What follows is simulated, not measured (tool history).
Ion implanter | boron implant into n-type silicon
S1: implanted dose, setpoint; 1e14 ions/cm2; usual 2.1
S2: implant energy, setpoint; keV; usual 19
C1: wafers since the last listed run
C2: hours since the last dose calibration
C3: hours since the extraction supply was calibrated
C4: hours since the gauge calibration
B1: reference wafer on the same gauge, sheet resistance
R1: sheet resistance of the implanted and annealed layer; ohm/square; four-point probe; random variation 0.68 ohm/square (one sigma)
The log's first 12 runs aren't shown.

{"run": 13, "hour": 142.9, "S1": 2.1, "S2": 19, "C1": 320, "C2": 1396.4, "C3": 5283.9, "C4": 210.8, "B1": 370.88, "R1": 471.35}
{"run": 14, "hour": 150.7, "S1": 2.1, "S2": 19, "C1": 184, "C2": 1404.2, "C3": 5291.7, "C4": 218.6, "B1": 371.21, "R1": 470.58}
{"run": 15, "hour": 162.4, "S1": 2.1, "S2": 15.5, "C1": 277, "C2": 1415.9, "C3": 5303.4, "C4": 230.3, "B1": 370.84, "R1": 483.21}
{"hour": 177.0, "done": "Faraday cup replaced and dose calibrated"}
{"run": 16, "hour": 179.0, "S1": 2.1, "S2": 15.5, "C1": 203, "C2": 2, "C3": 5320, "C4": 246.9, "B1": 371.25, "R1": 464.35}
{"run": 17, "hour": 190.1, "S1": 2.1, "S2": 19, "C1": 263, "C2": 13.1, "C3": 5331.1, "C4": 258, "B1": 371.04, "R1": 452.37}
{"run": 18, "hour": 205.0, "S1": 2.1, "S2": 19, "C1": 353, "C2": 28, "C3": 5346, "C4": 272.9, "B1": 370.85, "R1": 452.56}
{"run": 19, "hour": 213.7, "S1": 2.1, "S2": 14, "C1": 206, "C2": 36.7, "C3": 5354.7, "C4": 281.6, "B1": 370.85, "R1": 471.86}
{"run": 20, "hour": 220.6, "S1": 2.1, "S2": 19, "C1": 163, "C2": 43.6, "C3": 5361.6, "C4": 288.5, "B1": 371.12, "R1": 452.09}
{"run": 21, "hour": 229.9, "S1": 2.26, "S2": 12.5, "C1": 220, "C2": 52.9, "C3": 5370.9, "C4": 297.8, "B1": 371.08, "R1": 450.72}
{"run": 22, "hour": 235.9, "S1": 1.48, "S2": 19, "C1": 142, "C2": 58.9, "C3": 5376.9, "C4": 303.8, "B1": 370.99, "R1": 597.01}
{"run": 23, "hour": 242.6, "S1": 1.92, "S2": 22, "C1": 158, "C2": 65.6, "C3": 5383.6, "C4": 310.5, "B1": 371, "R1": 476.21}
{"hour": 255.2, "done": "gauge calibrated"}
{"run": 24, "hour": 255.2, "S1": 1.69, "S2": 14.5, "C1": 298, "C2": 78.2, "C3": 5396.2, "C4": 0, "B1": 371.07, "R1": 557.55}
{"run": 25, "hour": 261.9, "S1": 2.28, "S2": 19, "C1": 158, "C2": 84.9, "C3": 5402.9, "C4": 6.7, "B1": 370.86, "R1": 425.36}
{"run": 26, "hour": 269.4, "S1": 2.1, "S2": 19, "C1": 177, "C2": 92.4, "C3": 5410.4, "C4": 14.2, "B1": 371.12, "R1": 453.57}
{"hour": 281.1, "done": "extraction supply calibrated"}
{"run": 27, "hour": 281.6, "S1": 2.1, "S2": 19, "C1": 99, "C2": 104.6, "C3": 0.5, "C4": 26.4, "B1": 371.16, "R1": 452.82}
{"run": 28, "hour": 293.4, "S1": 2.1, "S2": 22.5, "C1": 279, "C2": 116.4, "C3": 12.3, "C4": 38.2, "B1": 371.07, "R1": 443.95}
{"run": 29, "hour": 304.8, "S1": 1.5, "S2": 23, "C1": 270, "C2": 127.8, "C3": 23.7, "C4": 49.6, "B1": 370.78, "R1": 575.05}
{"run": 30, "hour": 313.6, "S1": 2.65, "S2": 12.5, "C1": 208, "C2": 136.6, "C3": 32.5, "C4": 58.4, "B1": 370.89, "R1": 395.47}
{"run": 31, "hour": 330.6, "S1": 1.89, "S2": 19, "C1": 403, "C2": 153.6, "C3": 49.5, "C4": 75.4, "B1": 370.82, "R1": 494.91}
{"run": 32, "hour": 343.5, "S1": 2.1, "S2": 13, "C1": 305, "C2": 166.5, "C3": 62.4, "C4": 88.3, "B1": 371.06, "R1": 477.49}
{"run": 33, "hour": 358.9, "S1": 2.1, "S2": 19, "C1": 365, "C2": 181.9, "C3": 77.8, "C4": 103.7, "B1": 371.04, "R1": 455.54}
{"run": 34, "hour": 372.3, "S1": 1.73, "S2": 24, "C1": 317, "C2": 195.3, "C3": 91.2, "C4": 117.1, "B1": 371.05, "R1": 513.95}
{"run": 35, "hour": 382.6, "S1": 2.44, "S2": 22, "C1": 244, "C2": 205.6, "C3": 101.5, "C4": 127.4, "B1": 371.02, "R1": 396.29}
{"run": 36, "hour": 396.2, "S1": 2.1, "S2": 19, "C1": 322, "C2": 219.2, "C3": 115.1, "C4": 141, "B1": 371.04, "R1": 455.06}
{"run": 37, "hour": 435.0, "S1": 2.1, "S2": 19, "C1": 920, "C2": 258, "C3": 153.9, "C4": 179.8, "B1": 371.05, "R1": 455.69}

Forecast each of these 4 alternatives for the next run:
{"run": "A", "hour": 435.4, "S1": 2.1, "S2": 19, "C1": 9, "C2": 258.4, "C3": 154.3, "C4": 180.2, "B1": "?", "R1": "?"}
{"run": "B", "hour": 435.4, "S1": 2.1, "S2": 13.5, "C1": 9, "C2": 258.4, "C3": 154.3, "C4": 180.2, "B1": "?", "R1": "?"}
{"run": "C", "hour": 435.4, "S1": 1.64, "S2": 19, "C1": 9, "C2": 258.4, "C3": 154.3, "C4": 180.2, "B1": "?", "R1": "?"}
{"run": "D", "hour": 435.4, "S1": 2.41, "S2": 24.5, "C1": 9, "C2": 258.4, "C3": 154.3, "C4": 180.2, "B1": "?", "R1": "?"}

run=A B1=371.09 R1=453.76
run=B B1=371.09 R1=474.21
run=C B1=371.09 R1=552.28
run=D B1=371.09 R1=395
Without the tool's hidden state the same runs would have given:
run=A R1=451.27
run=B R1=471.57
run=C R1=549.29
run=D R1=392.88
